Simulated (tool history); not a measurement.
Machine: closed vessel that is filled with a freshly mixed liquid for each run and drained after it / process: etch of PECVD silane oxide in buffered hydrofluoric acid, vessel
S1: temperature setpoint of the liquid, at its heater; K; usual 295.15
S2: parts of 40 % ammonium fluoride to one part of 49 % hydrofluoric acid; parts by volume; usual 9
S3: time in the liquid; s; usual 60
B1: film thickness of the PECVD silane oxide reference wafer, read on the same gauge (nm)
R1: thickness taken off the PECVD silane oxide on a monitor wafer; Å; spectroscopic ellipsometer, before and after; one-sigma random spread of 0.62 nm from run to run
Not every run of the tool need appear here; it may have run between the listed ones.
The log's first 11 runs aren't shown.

{"run": 12, "day": 13.45, "S1": 292.15, "S2": 7.5, "S3": 30, "B1": 30, "R1": 490.5}
{"day": 13.683, "done": "gauge calibrated"}
{"run": 13, "day": 14.062, "S1": 295.15, "S2": 10, "S3": 60, "B1": 30.02, "R1": 903}
{"run": 14, "day": 15.058, "S1": 299.15, "S2": 10.5, "S3": 95, "B1": 30.02, "R1": 1681.2}
{"day": 15.529, "done": "hydrofluoric acid flow meter replaced"}
{"run": 15, "day": 15.775, "S1": 295.15, "S2": 9, "S3": 60, "B1": 30, "R1": 1052.1}
{"run": 16, "day": 16.704, "S1": 295.15, "S2": 9, "S3": 60, "B1": 29.98, "R1": 1046.1}
{"run": 17, "day": 18.179, "S1": 292.65, "S2": 8, "S3": 80, "B1": 29.99, "R1": 1360.3}
{"run": 18, "day": 19.092, "S1": 293.65, "S2": 11.5, "S3": 60, "B1": 30.02, "R1": 783.7}
{"run": 19, "day": 19.783, "S1": 295.15, "S2": 9, "S3": 60, "B1": 30.01, "R1": 1029.7}
{"run": 20, "day": 20.325, "S1": 297.15, "S2": 9, "S3": 30, "B1": 30.01, "R1": 574.7}
{"day": 21.0, "done": "thermometer replaced"}
{"run": 21, "day": 21.621, "S1": 296.65, "S2": 10.5, "S3": 75, "B1": 30.01, "R1": 1467.9}
{"run": 22, "day": 22.375, "S1": 295.15, "S2": 9, "S3": 60, "B1": 30.04, "R1": 1228.6}
{"run": 23, "day": 23.183, "S1": 295.15, "S2": 9, "S3": 60, "B1": 29.98, "R1": 1217}
{"run": 24, "day": 24.083, "S1": 295.15, "S2": 9, "S3": 60, "B1": 29.99, "R1": 1222.6}
{"run": 25, "day": 25.35, "S1": 295.15, "S2": 9, "S3": 60, "B1": 30.01, "R1": 1219.9}
{"run": 26, "day": 25.962, "S1": 298.15, "S2": 6, "S3": 85, "B1": 30.04, "R1": 3034.2}
{"run": 27, "day": 28.371, "S1": 293.15, "S2": 10.5, "S3": 35, "B1": 30.02, "R1": 551.2}
{"run": 28, "day": 29.754, "S1": 295.15, "S2": 9, "S3": 60, "B1": 29.99, "R1": 1191.3}
{"run": 29, "day": 30.533, "S1": 292.65, "S2": 9, "S3": 75, "B1": 30, "R1": 1297}
{"run": 30, "day": 31.462, "S1": 295.15, "S2": 10, "S3": 75, "B1": 30, "R1": 1369.3}
{"run": 31, "day": 32.946, "S1": 290.65, "S2": 10.5, "S3": 60, "B1": 30, "R1": 804.8}
{"run": 32, "day": 33.758, "S1": 299.15, "S2": 9, "S3": 40, "B1": 30.03, "R1": 976.7}
{"run": 33, "day": 34.9, "S1": 298.15, "S2": 6.5, "S3": 90, "B1": 30, "R1": 2912.7}

What if the next run were any one of these 4? Each begins from the tool's condition after run 33:
{"run": "A", "day": 34.929, "S1": 295.15, "S2": 9, "S3": 60, "B1": "?", "R1": "?"}
{"run": "B", "day": 34.929, "S1": 293.15, "S2": 11.5, "S3": 40, "B1": "?", "R1": "?"}
{"run": "C", "day": 34.929, "S1": 292.15, "S2": 9, "S3": 85, "B1": "?", "R1": "?"}
{"run": "D", "day": 34.929, "S1": 300.15, "S2": 9, "S3": 60, "B1": "?", "R1": "?"}

run=A B1=30 R1=1176.7
run=B B1=30 R1=561.6
run=C B1=30 R1=1409.3
run=D B1=30 R1=1545.5
The same runs, with their run-to-run variation unchanged, on a tool lacking any hidden condition would have given:
run=A R1=1255.9
run=B R1=611.7
run=C R1=1505
run=D R1=1647.8
